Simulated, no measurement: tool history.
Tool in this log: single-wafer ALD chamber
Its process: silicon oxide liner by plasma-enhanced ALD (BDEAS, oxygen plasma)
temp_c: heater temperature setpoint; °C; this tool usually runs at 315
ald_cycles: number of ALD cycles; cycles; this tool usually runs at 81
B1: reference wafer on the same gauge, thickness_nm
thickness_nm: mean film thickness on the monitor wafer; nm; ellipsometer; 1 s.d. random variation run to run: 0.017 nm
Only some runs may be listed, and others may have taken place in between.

{"run": 1, "hour": 0.0, "temp_c": 320, "ald_cycles": 71, "B1": 8.011, "thickness_nm": 5.874}
{"run": 2, "hour": 57.2, "temp_c": 320, "ald_cycles": 71, "B1": 8.011, "thickness_nm": 5.873}
{"run": 3, "hour": 146.3, "temp_c": 315, "ald_cycles": 81, "B1": 8.013, "thickness_nm": 6.705}
{"run": 4, "hour": 209.1, "temp_c": 315, "ald_cycles": 81, "B1": 8.009, "thickness_nm": 6.739}
{"run": 5, "hour": 277.9, "temp_c": 315, "ald_cycles": 81, "B1": 8.011, "thickness_nm": 6.709}
{"run": 6, "hour": 382.0, "temp_c": 310, "ald_cycles": 81, "B1": 8.006, "thickness_nm": 6.778}
{"run": 7, "hour": 439.9, "temp_c": 315, "ald_cycles": 81, "B1": 8.013, "thickness_nm": 6.709}
{"run": 8, "hour": 542.3, "temp_c": 315, "ald_cycles": 81, "B1": 8.014, "thickness_nm": 6.737}
{"run": 9, "hour": 583.9, "temp_c": 315, "ald_cycles": 81, "B1": 8.012, "thickness_nm": 6.71}
{"hour": 758.9, "done": "gauge calibrated"}
{"run": 10, "hour": 775.1, "temp_c": 315, "ald_cycles": 89, "B1": 8.015, "thickness_nm": 7.373}
{"run": 11, "hour": 945.0, "temp_c": 315, "ald_cycles": 81, "B1": 8.008, "thickness_nm": 6.68}
{"run": 12, "hour": 985.0, "temp_c": 315, "ald_cycles": 81, "B1": 8.007, "thickness_nm": 6.692}
{"run": 13, "hour": 1071.5, "temp_c": 308, "ald_cycles": 81, "B1": 8.008, "thickness_nm": 6.754}
{"run": 14, "hour": 1108.3, "temp_c": 308, "ald_cycles": 81, "B1": 8.013, "thickness_nm": 6.768}
{"hour": 1124.4, "done": "thermocouple changed; heater temperature recalibrated"}
{"run": 15, "hour": 1182.1, "temp_c": 302, "ald_cycles": 94, "B1": 8.01, "thickness_nm": 8.022}
{"run": 16, "hour": 1246.7, "temp_c": 323, "ald_cycles": 75, "B1": 8.01, "thickness_nm": 6.184}
{"run": 17, "hour": 1295.1, "temp_c": 304, "ald_cycles": 81, "B1": 8.013, "thickness_nm": 6.874}
{"run": 18, "hour": 1372.9, "temp_c": 315, "ald_cycles": 81, "B1": 8.009, "thickness_nm": 6.782}
{"run": 19, "hour": 1441.2, "temp_c": 315, "ald_cycles": 81, "B1": 8.011, "thickness_nm": 6.761}
{"run": 20, "hour": 1509.6, "temp_c": 306, "ald_cycles": 69, "B1": 8.007, "thickness_nm": 5.869}
{"run": 21, "hour": 1563.3, "temp_c": 327, "ald_cycles": 95, "B1": 8.013, "thickness_nm": 7.746}
{"run": 22, "hour": 1653.1, "temp_c": 304, "ald_cycles": 81, "B1": 8.011, "thickness_nm": 6.857}
{"run": 23, "hour": 1725.8, "temp_c": 302, "ald_cycles": 95, "B1": 8.01, "thickness_nm": 8.081}
{"hour": 1803.8, "done": "gauge calibrated"}
{"run": 24, "hour": 1820.9, "temp_c": 321, "ald_cycles": 65, "B1": 8.009, "thickness_nm": 5.364}
{"run": 25, "hour": 1867.4, "temp_c": 323, "ald_cycles": 90, "B1": 8.007, "thickness_nm": 7.439}
{"run": 26, "hour": 1907.2, "temp_c": 320, "ald_cycles": 89, "B1": 8.008, "thickness_nm": 7.361}
{"run": 27, "hour": 1960.2, "temp_c": 302, "ald_cycles": 91, "B1": 8.01, "thickness_nm": 7.737}
{"run": 28, "hour": 2016.3, "temp_c": 315, "ald_cycles": 69, "B1": 8.012, "thickness_nm": 5.737}
{"run": 29, "hour": 2104.4, "temp_c": 309, "ald_cycles": 88, "B1": 8.013, "thickness_nm": 7.423}

3 options for the next run, each taken on its own from the tool as it stands now. Forecast them:
{"run": "A", "hour": 2104.9, "temp_c": 315, "ald_cycles": 81, "B1": "?", "thickness_nm": "?"}
{"run": "B", "hour": 2104.9, "temp_c": 329, "ald_cycles": 85, "B1": "?", "thickness_nm": "?"}
{"run": "C", "hour": 2104.9, "temp_c": 327, "ald_cycles": 71, "B1": "?", "thickness_nm": "?"}

run=A B1=8.011 thickness_nm=6.741
run=B B1=8.011 thickness_nm=6.913
run=C B1=8.011 thickness_nm=5.794
With the hidden condition removed and each run's random variation left untouched, the same runs would have given:
run=A thickness_nm=6.751
run=B thickness_nm=6.923
run=C thickness_nm=5.802
